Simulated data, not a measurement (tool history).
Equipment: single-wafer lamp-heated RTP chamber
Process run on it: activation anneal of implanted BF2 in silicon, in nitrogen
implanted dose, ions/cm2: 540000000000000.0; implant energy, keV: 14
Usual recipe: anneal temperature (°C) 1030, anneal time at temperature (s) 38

run	hour	anneal temperature (°C)	anneal time at temperature (s)	wafers since the last listed run	wafers since the last pyrometer calibration	wafers since the reflector plate was cleaned	hours since the gauge calibration	read-back reference wafer on the same gauge, sheet resistance	sheet resistance of the implanted and annealed layer (ohm/square)
1	0.0	1045	25	0	807	254	410.5	210.11	239.54
2	34.1	1030	51	551	1359	806	444.6	209.83	236.06
3	57.0	1030	53	370	1729	1177	467.5	209.16	233.92
4	80.9	1020	38	386	2116	1563	491.4	208.71	248.24
5	102.0	1020	38	341	2458	1905	512.5	208.68	250.29
# hour 113.1: gauge calibrated
6	127.8	1030	38	417	2875	2322	14.7	213.94	247.18
7	145.3	1030	38	283	3158	2605	32.2	214.43	248.48
8	172.9	1030	38	446	3605	3052	59.8	213.95	248.84
9	271.7	1030	38	1598	5203	4650	158.6	214.00	247.00
# hour 283.0: pyrometer window cleaned and pyrometer calibrated
10	285.7	1030	38	97	44	4748	172.6	213.27	247.71
11	324.4	1039	33	626	670	5374	211.3	212.85	241.02
12	340.3	1017	50	257	927	5631	227.2	213.10	251.51
13	366.5	1017	50	423	1351	6055	253.4	213.28	249.81
14	401.7	1055	15	569	1921	6624	288.6	212.43	246.63
15	460.8	1030	20	956	2877	7581	347.7	211.99	256.92
16	490.6	1044	38	482	3359	8063	377.5	211.30	234.99
# hour 498.8: reflector plate cleaned
17	506.0	1059	18	119	3479	115	392.9	210.99	241.43
18	538.2	1045	20	520	4000	636	425.1	210.64	244.54
# hour 541.4: gauge calibrated
# hour 569.6: pyrometer window cleaned and pyrometer calibrated
19	570.1	1030	38	386	8	1023	28.7	213.84	247.33
20	601.1	1003	61	501	509	1525	59.7	213.98	256.75
21	633.4	1030	26	522	1032	2047	92.0	213.53	255.64
22	657.0	1020	38	381	1414	2429	115.6	214.00	255.26
23	678.7	1030	48	351	1765	2780	137.3	213.41	242.45

Difference, measured minus no-hidden-state, one row per run. Run-to-run variation is common to both terms; the gauge's own scatter need not be:
Hidden conditions of the tool in this case: true wafer temperature minus pyrometer reading, K; wafer temperature error from the tarnished reflector plate, K; gauge reads high (%).
run	sheet resistance of the implanted and annealed layer (ohm/square)
1	-4.25
2	-4.81
3	-5.21
4	-6.05
5	-6.59
6	+0.06
7	+0.04
8	-0.02
9	-0.48
10	-0.59
11	-0.89
12	-1.08
13	-1.35
14	-1.75
15	-2.69
16	-2.91
17	-3.26
18	-3.88
19	+0.16
20	+0.11
21	+0.00
22	-0.10
23	-0.22
